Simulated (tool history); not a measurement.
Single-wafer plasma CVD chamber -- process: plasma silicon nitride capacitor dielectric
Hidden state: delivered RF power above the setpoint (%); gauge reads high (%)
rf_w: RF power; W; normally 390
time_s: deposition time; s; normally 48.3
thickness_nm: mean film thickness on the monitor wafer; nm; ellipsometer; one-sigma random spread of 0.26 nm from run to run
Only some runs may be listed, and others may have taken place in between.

run,hour,rf_w,time_s,wafers since the last listed run,hours since the last RF generator calibration,hours since the showerhead was replaced,hours since the gauge calibration,"read-back reference wafer on the same gauge, thickness_nm",thickness_nm
1,0.0,390,42.3,0,1945.6,5088.9,731.6,81.813,58.386
2,24.8,390,42.3,523,1970.4,5113.7,756.4,81.817,58.045
3,43.0,390,42.3,384,1988.6,5131.9,774.6,81.809,58.103
4,71.7,390,48.3,605,2017.3,5160.6,803.3,81.777,66.025
5,95.4,390,48.3,500,2041.0,5184.3,827.0,81.705,66.017
6,113.9,390,48.3,390,2059.5,5202.8,845.5,81.778,66.013
7,131.7,370,45.5,375,2077.3,5220.6,863.3,81.776,60.196
8,224.2,370,45.5,1952,2169.8,5313.1,955.8,81.818,60.696
9,257.2,410,48.3,696,2202.8,5346.1,988.8,81.855,67.514
10,292.0,410,48.3,734,2237.6,5380.9,1023.6,81.841,67.502
11,323.6,410,48.3,667,2269.2,5412.5,1055.2,81.872,67.971
12,344.9,450,42.3,449,2290.5,5433.8,1076.5,81.846,61.855
13,380.5,450,45.8,751,2326.1,5469.4,1112.1,81.818,66.475
14,408.4,450,45.8,589,2354.0,5497.3,1140.0,81.783,67.116
15,463.4,390,48.3,1161,2409.0,5552.3,1195.0,81.808,65.803
# hour 503.5: showerhead replaced
16,504.0,390,48.3,688,2449.6,0.5,1235.6,81.858,65.409
17,535.6,390,48.3,667,2481.2,32.1,1267.2,81.833,65.228
# hour 553.9: RF generator calibrated
18,565.8,390,48.3,468,11.9,62.3,1297.4,81.717,68.986
19,595.9,390,48.3,635,42.0,92.4,1327.5,81.922,68.262
20,616.3,390,48.3,430,62.4,112.8,1347.9,81.697,69.089
# hour 618.8: gauge calibrated
21,638.1,390,48.3,460,84.2,134.6,19.3,81.814,68.929
22,651.2,350,54.4,276,97.3,147.7,32.4,81.739,73.328
23,675.4,390,48.3,510,121.5,171.9,56.6,81.721,68.883
24,706.0,410,51.1,646,152.1,202.5,87.2,81.842,74.728
25,718.7,445,43.9,268,164.8,215.2,99.9,81.819,66.726
26,733.0,335,40.2,301,179.1,229.5,114.2,81.760,52.448
27,761.6,390,48.3,603,207.7,258.1,142.8,81.868,68.812
28,780.3,320,52.1,394,226.4,276.8,161.5,81.827,66.263
29,800.5,365,53.0,426,246.6,297.0,181.7,81.793,72.449
30,824.1,325,48.3,498,270.2,320.6,205.3,81.767,62.095
31,838.6,420,51.4,306,284.7,335.1,219.8,81.733,75.967
32,864.3,390,43.8,542,310.4,360.8,245.5,81.829,62.146
33,877.3,320,40.5,274,323.4,373.8,258.5,81.738,51.468
34,903.7,340,57.5,557,349.8,400.2,284.9,81.731,75.589
35,923.2,315,39.1,411,369.3,419.7,304.4,81.821,49.291
36,947.4,390,48.3,510,393.5,443.9,328.6,81.700,68.538
37,975.6,315,43.5,595,421.7,472.1,356.8,81.815,54.670
38,993.7,410,57.0,382,439.8,490.2,374.9,81.931,82.880
39,1009.2,310,55.9,327,455.3,505.7,390.4,81.669,69.887
40,1030.9,390,48.3,458,477.0,527.4,412.1,81.751,68.521
41,1062.5,320,51.0,667,508.6,559.0,443.7,81.739,64.691
42,1077.1,390,48.3,308,523.2,573.6,458.3,81.754,68.255

Give the tool's hidden conditions for every run:
gauge reads high (%): 0 in every run
H1: delivered RF power above the setpoint (%)
run,H1
1,-7.21
2,-7.29
3,-7.35
4,-7.44
5,-7.51
6,-7.57
7,-7.62
8,-7.91
9,-8.01
10,-8.12
11,-8.21
12,-8.28
13,-8.39
14,-8.48
15,-8.65
16,-8.77
17,-8.87
18,-0.104
19,-0.197
20,-0.26
21,-0.328
22,-0.368
23,-0.443
24,-0.538
25,-0.577
26,-0.621
27,-0.71
28,-0.767
29,-0.83
30,-0.903
31,-0.948
32,-1.03
33,-1.07
34,-1.15
35,-1.21
36,-1.28
37,-1.37
38,-1.43
39,-1.48
40,-1.54
41,-1.64
42,-1.69
